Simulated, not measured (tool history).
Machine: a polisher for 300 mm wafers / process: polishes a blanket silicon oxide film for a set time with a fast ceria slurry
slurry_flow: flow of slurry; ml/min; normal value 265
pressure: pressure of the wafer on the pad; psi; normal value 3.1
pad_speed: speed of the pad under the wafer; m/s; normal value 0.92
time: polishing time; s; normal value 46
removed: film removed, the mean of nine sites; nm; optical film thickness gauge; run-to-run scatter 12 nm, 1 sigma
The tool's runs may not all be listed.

run	hour	slurry_flow	pressure	pad_speed	time	wafers since the last listed run	wafers polished on this pad	hours since the slurry nozzle was cleaned	hours since the head pressure was calibrated	incoming thickness of the incoming film, nm	removed
1	0	265	3.1	0.92	46	0	577	437.1	1155.9	2067.7	869.8
2	8.9	240	3.1	0.92	46	114	692	446	1164.8	2062.9	848.2
3	18.5	240	3.1	0.92	46	123	816	455.6	1174.4	2065.2	852.5
# hour 31.8: worn pad replaced by a new one
4	33.2	240	3.1	0.92	46	138	18	470.3	1189.1	2054.2	835.3
5	41.7	265	3.1	0.92	46	109	128	478.8	1197.6	2073	882
6	48.9	265	3.1	0.92	51	92	221	486	1204.8	2086.2	946
7	66.8	265	3.1	0.92	51	231	452	503.9	1222.7	2052.9	959.4
8	84.1	265	3.1	0.92	51	223	675	521.2	1240	2058.5	961.3
9	94.8	265	3.1	0.92	46	138	813	531.9	1250.7	2080.5	857.6
# hour 108.5: worn pad replaced by a new one
10	111.5	265	3.1	0.92	46	163	38	548.6	1267.4	2070.6	850.6
11	124.5	265	3.1	0.92	46	167	206	561.6	1280.4	2092.2	863.1
12	140.9	265	3.1	0.92	51	211	418	578	1296.8	2079.7	943.1
13	149.4	265	3.9	1.06	52	109	527	586.5	1305.3	2078.8	1416.2
# hour 153: head pressure recalibrated
# hour 158.6: slurry nozzle cleaned
14	166.7	350	3.1	0.92	55	184	712	8.1	13.7	2091.5	1065.6
15	176.5	265	2.2	0.92	33	126	839	17.9	23.5	2067.7	437.9

What does the tool deliver on the next run?
16	188.4	335	2.4	1.14	59	153	992	29.8	35.4	2065.5	?

removed: 1111.9 nm
Minus the tool's unlogged condition, the same run would have read removed 1111.9 nm.
